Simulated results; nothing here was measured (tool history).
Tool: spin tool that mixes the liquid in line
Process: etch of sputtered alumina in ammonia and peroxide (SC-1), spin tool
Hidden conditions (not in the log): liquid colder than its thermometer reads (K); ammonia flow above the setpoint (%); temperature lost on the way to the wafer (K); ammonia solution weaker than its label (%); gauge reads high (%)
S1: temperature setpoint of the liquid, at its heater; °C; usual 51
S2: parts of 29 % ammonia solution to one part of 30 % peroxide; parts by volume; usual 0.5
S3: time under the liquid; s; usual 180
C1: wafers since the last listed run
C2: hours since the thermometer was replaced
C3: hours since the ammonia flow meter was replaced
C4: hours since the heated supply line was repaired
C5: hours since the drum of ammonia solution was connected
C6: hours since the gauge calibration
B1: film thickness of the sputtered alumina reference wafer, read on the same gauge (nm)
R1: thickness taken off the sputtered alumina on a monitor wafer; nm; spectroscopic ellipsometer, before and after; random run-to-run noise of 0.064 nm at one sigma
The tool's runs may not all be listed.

{"run": 1, "hour": 0.0, "S1": 45.5, "S2": 0.55, "S3": 180, "C1": 0, "C2": 1488.7, "C3": 1858.7, "C4": 452.3, "C5": 34.3, "C6": 209.1, "B1": 90.02, "R1": 4.17}
{"run": 2, "hour": 10.9, "S1": 51, "S2": 0.5, "S3": 235, "C1": 78, "C2": 1499.6, "C3": 1869.6, "C4": 463.2, "C5": 45.2, "C6": 220, "B1": 90.04, "R1": 7.44}
{"hour": 12.4, "done": "gauge calibrated"}
{"run": 3, "hour": 20.3, "S1": 51, "S2": 0.5, "S3": 235, "C1": 68, "C2": 1509, "C3": 1879, "C4": 472.6, "C5": 54.6, "C6": 7.9, "B1": 90, "R1": 7.42}
{"run": 4, "hour": 27.4, "S1": 51, "S2": 0.5, "S3": 235, "C1": 51, "C2": 1516.1, "C3": 1886.1, "C4": 479.7, "C5": 61.7, "C6": 15, "B1": 90.02, "R1": 7.34}
{"run": 5, "hour": 33.8, "S1": 51, "S2": 0.5, "S3": 180, "C1": 46, "C2": 1522.5, "C3": 1892.5, "C4": 486.1, "C5": 68.1, "C6": 21.4, "B1": 90.02, "R1": 5.66}
{"run": 6, "hour": 40.8, "S1": 51, "S2": 0.5, "S3": 180, "C1": 50, "C2": 1529.5, "C3": 1899.5, "C4": 493.1, "C5": 75.1, "C6": 28.4, "B1": 90, "R1": 5.62}
{"hour": 55.2, "done": "thermometer replaced"}
{"run": 7, "hour": 56.6, "S1": 48.5, "S2": 0.65, "S3": 85, "C1": 107, "C2": 1.4, "C3": 1915.3, "C4": 508.9, "C5": 90.9, "C6": 44.2, "B1": 89.99, "R1": 2.77}
{"run": 8, "hour": 65.6, "S1": 51, "S2": 0.5, "S3": 120, "C1": 65, "C2": 10.4, "C3": 1924.3, "C4": 517.9, "C5": 99.9, "C6": 53.2, "B1": 89.99, "R1": 4.25}
{"run": 9, "hour": 81.0, "S1": 51, "S2": 0.35, "S3": 180, "C1": 111, "C2": 25.8, "C3": 1939.7, "C4": 533.3, "C5": 115.3, "C6": 68.6, "B1": 90.01, "R1": 6.28}
{"run": 10, "hour": 96.0, "S1": 51, "S2": 0.25, "S3": 95, "C1": 108, "C2": 40.8, "C3": 1954.7, "C4": 548.3, "C5": 130.3, "C6": 83.6, "B1": 89.98, "R1": 3.18}
{"run": 11, "hour": 111.2, "S1": 51, "S2": 0.5, "S3": 245, "C1": 110, "C2": 56, "C3": 1969.9, "C4": 563.5, "C5": 145.5, "C6": 98.8, "B1": 90, "R1": 8.8}
{"hour": 114.4, "done": "ammonia flow meter replaced"}
{"run": 12, "hour": 122.8, "S1": 51, "S2": 0.7, "S3": 180, "C1": 76, "C2": 67.6, "C3": 8.4, "C4": 575.1, "C5": 157.1, "C6": 110.4, "B1": 90, "R1": 6.65}
{"run": 13, "hour": 137.8, "S1": 54, "S2": 0.65, "S3": 180, "C1": 108, "C2": 82.6, "C3": 23.4, "C4": 590.1, "C5": 172.1, "C6": 125.4, "B1": 89.98, "R1": 7.8}
{"run": 14, "hour": 153.0, "S1": 57, "S2": 0.3, "S3": 180, "C1": 110, "C2": 97.8, "C3": 38.6, "C4": 605.3, "C5": 187.3, "C6": 140.6, "B1": 89.98, "R1": 8.5}
{"run": 15, "hour": 161.5, "S1": 44, "S2": 0.5, "S3": 180, "C1": 61, "C2": 106.3, "C3": 47.1, "C4": 613.8, "C5": 195.8, "C6": 149.1, "B1": 90, "R1": 4.27}
{"hour": 173.1, "done": "heated supply line repaired"}
{"run": 16, "hour": 173.7, "S1": 60.5, "S2": 0.45, "S3": 180, "C1": 81, "C2": 118.5, "C3": 59.3, "C4": 0.6, "C5": 208, "C6": 161.3, "B1": 89.98, "R1": 11.34}
{"run": 17, "hour": 186.1, "S1": 51, "S2": 0.5, "S3": 180, "C1": 89, "C2": 130.9, "C3": 71.7, "C4": 13, "C5": 220.4, "C6": 173.7, "B1": 90.03, "R1": 6.94}
{"run": 18, "hour": 200.6, "S1": 60.5, "S2": 0.3, "S3": 255, "C1": 105, "C2": 145.4, "C3": 86.2, "C4": 27.5, "C5": 234.9, "C6": 188.2, "B1": 90, "R1": 15.38}
{"run": 19, "hour": 211.2, "S1": 51, "S2": 0.5, "S3": 180, "C1": 76, "C2": 156, "C3": 96.8, "C4": 38.1, "C5": 245.5, "C6": 198.8, "B1": 90, "R1": 6.88}
{"run": 20, "hour": 228.4, "S1": 51, "S2": 0.5, "S3": 245, "C1": 124, "C2": 173.2, "C3": 114, "C4": 55.3, "C5": 262.7, "C6": 216, "B1": 89.98, "R1": 9.33}
{"run": 21, "hour": 239.0, "S1": 45.5, "S2": 0.4, "S3": 105, "C1": 76, "C2": 183.8, "C3": 124.6, "C4": 65.9, "C5": 273.3, "C6": 226.6, "B1": 89.98, "R1": 2.89}
{"run": 22, "hour": 256.1, "S1": 48, "S2": 0.5, "S3": 180, "C1": 123, "C2": 200.9, "C3": 141.7, "C4": 83, "C5": 290.4, "C6": 243.7, "B1": 90, "R1": 5.83}
{"run": 23, "hour": 269.7, "S1": 45.5, "S2": 0.5, "S3": 180, "C1": 98, "C2": 214.5, "C3": 155.3, "C4": 96.6, "C5": 304, "C6": 257.3, "B1": 90.01, "R1": 4.93}
{"hour": 276.4, "done": "gauge calibrated"}
{"run": 24, "hour": 280.1, "S1": 51, "S2": 0.5, "S3": 120, "C1": 75, "C2": 224.9, "C3": 165.7, "C4": 107, "C5": 314.4, "C6": 3.7, "B1": 90, "R1": 4.49}

Table of differences, measured result less the result of that run with no hidden state. Run-to-run variation is the same in both. Gauge scatter possibly is not:
run=1 R1=-1.1
run=2 R1=-1.91
run=3 R1=-1.93
run=4 R1=-1.92
run=5 R1=-1.49
run=6 R1=-1.49
run=7 R1=-0.27
run=8 R1=-0.42
run=9 R1=-0.65
run=10 R1=-0.34
run=11 R1=-0.97
run=12 R1=-0.75
run=13 R1=-0.89
run=14 R1=-0.99
run=15 R1=-0.56
run=16 R1=-0.34
run=17 R1=-0.26
run=18 R1=-0.57
run=19 R1=-0.3
run=20 R1=-0.43
run=21 R1=-0.15
run=22 R1=-0.31
run=23 R1=-0.29
run=24 R1=-0.27

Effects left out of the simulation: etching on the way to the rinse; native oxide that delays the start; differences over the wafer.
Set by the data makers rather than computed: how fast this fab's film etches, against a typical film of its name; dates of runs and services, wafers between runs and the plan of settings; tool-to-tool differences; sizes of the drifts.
